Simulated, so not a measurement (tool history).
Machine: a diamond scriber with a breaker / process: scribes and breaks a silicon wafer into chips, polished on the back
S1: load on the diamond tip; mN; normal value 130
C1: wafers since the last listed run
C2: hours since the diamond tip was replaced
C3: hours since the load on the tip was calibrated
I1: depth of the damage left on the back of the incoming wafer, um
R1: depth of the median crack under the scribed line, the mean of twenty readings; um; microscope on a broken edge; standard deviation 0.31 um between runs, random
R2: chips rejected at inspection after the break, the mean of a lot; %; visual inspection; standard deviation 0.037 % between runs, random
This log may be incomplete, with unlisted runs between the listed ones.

run 1 hour=0 | S1=156 | C1=0 C2=418.1 C3=359.7 | I1=0.04 | R1=17.6 R2=1.76
run 2 hour=53.5 | S1=156 | C1=129 C2=471.6 C3=413.2 | I1=0.04 | R1=17.64 R2=1.41
run 3 hour=147.2 | S1=130 | C1=226 C2=565.3 C3=506.9 | I1=0.03 | R1=15.49 R2=1.32
run 4 hour=234.6 | S1=130 | C1=210 C2=652.7 C3=594.3 | I1=0.02 | R1=15.13 R2=2.1
run 5 hour=288.4 | S1=130 | C1=129 C2=706.5 C3=648.1 | I1=0.04 | R1=14.55 R2=2.48
run 6 hour=339 | S1=130 | C1=122 C2=757.1 C3=698.7 | I1=0.04 | R1=14.01 R2=3.36
run 7 hour=379.3 | S1=130 | C1=97 C2=797.4 C3=739 | I1=0.03 | R1=14.27 R2=3.79
-- hour=412.5 load on the tip recalibrated
run 8 hour=431.7 | S1=130 | C1=121 C2=849.8 C3=19.2 | I1=0.02 | R1=14 R2=5.04
run 9 hour=481.3 | S1=150 | C1=119 C2=899.4 C3=68.8 | I1=0.05 | R1=15.03 R2=1.89
run 10 hour=560.2 | S1=153 | C1=190 C2=978.3 C3=147.7 | I1=0.03 | R1=14.53 R2=2.78
run 11 hour=610 | S1=99 | C1=120 C2=1028.1 C3=197.5 | I1=0.04 | R1=11.24 R2=26.97
run 12 hour=663.9 | S1=106 | C1=130 C2=1082 C3=251.4 | I1=0.03 | R1=11.08 R2=25.28
-- hour=666.5 diamond tip replaced by a new one, of another model than before
run 13 hour=745.7 | S1=130 | C1=192 C2=79.2 C3=333.2 | I1=0.02 | R1=16.11 R2=0.62
run 14 hour=839.9 | S1=160 | C1=227 C2=173.4 C3=427.4 | I1=0.03 | R1=18.62 R2=4.26
run 15 hour=940.6 | S1=159 | C1=242 C2=274.1 C3=528.1 | I1=0.03 | R1=17.98 R2=3.34

Alternative continuations, all from the tool just after run 15; predict every row:
run A hour=941.3 | S1=130 | C1=1 C2=274.8 C3=528.8 | I1=0.05 | R1=? R2=?
run B hour=941.3 | S1=149 | C1=1 C2=274.8 C3=528.8 | I1=0.05 | R1=? R2=?
run C hour=941.3 | S1=154 | C1=1 C2=274.8 C3=528.8 | I1=0.05 | R1=? R2=?

run=A R1=15.84 R2=0.83
run=B R1=17.55 R2=1.9
run=C R1=17.99 R2=2.86
Take away the tool's hidden state, keep each run's random variation, and the runs would have read:
run=A R1=16.3 R2=0.65
run=B R1=18.06 R2=3.03
run=C R1=18.5 R2=4.29

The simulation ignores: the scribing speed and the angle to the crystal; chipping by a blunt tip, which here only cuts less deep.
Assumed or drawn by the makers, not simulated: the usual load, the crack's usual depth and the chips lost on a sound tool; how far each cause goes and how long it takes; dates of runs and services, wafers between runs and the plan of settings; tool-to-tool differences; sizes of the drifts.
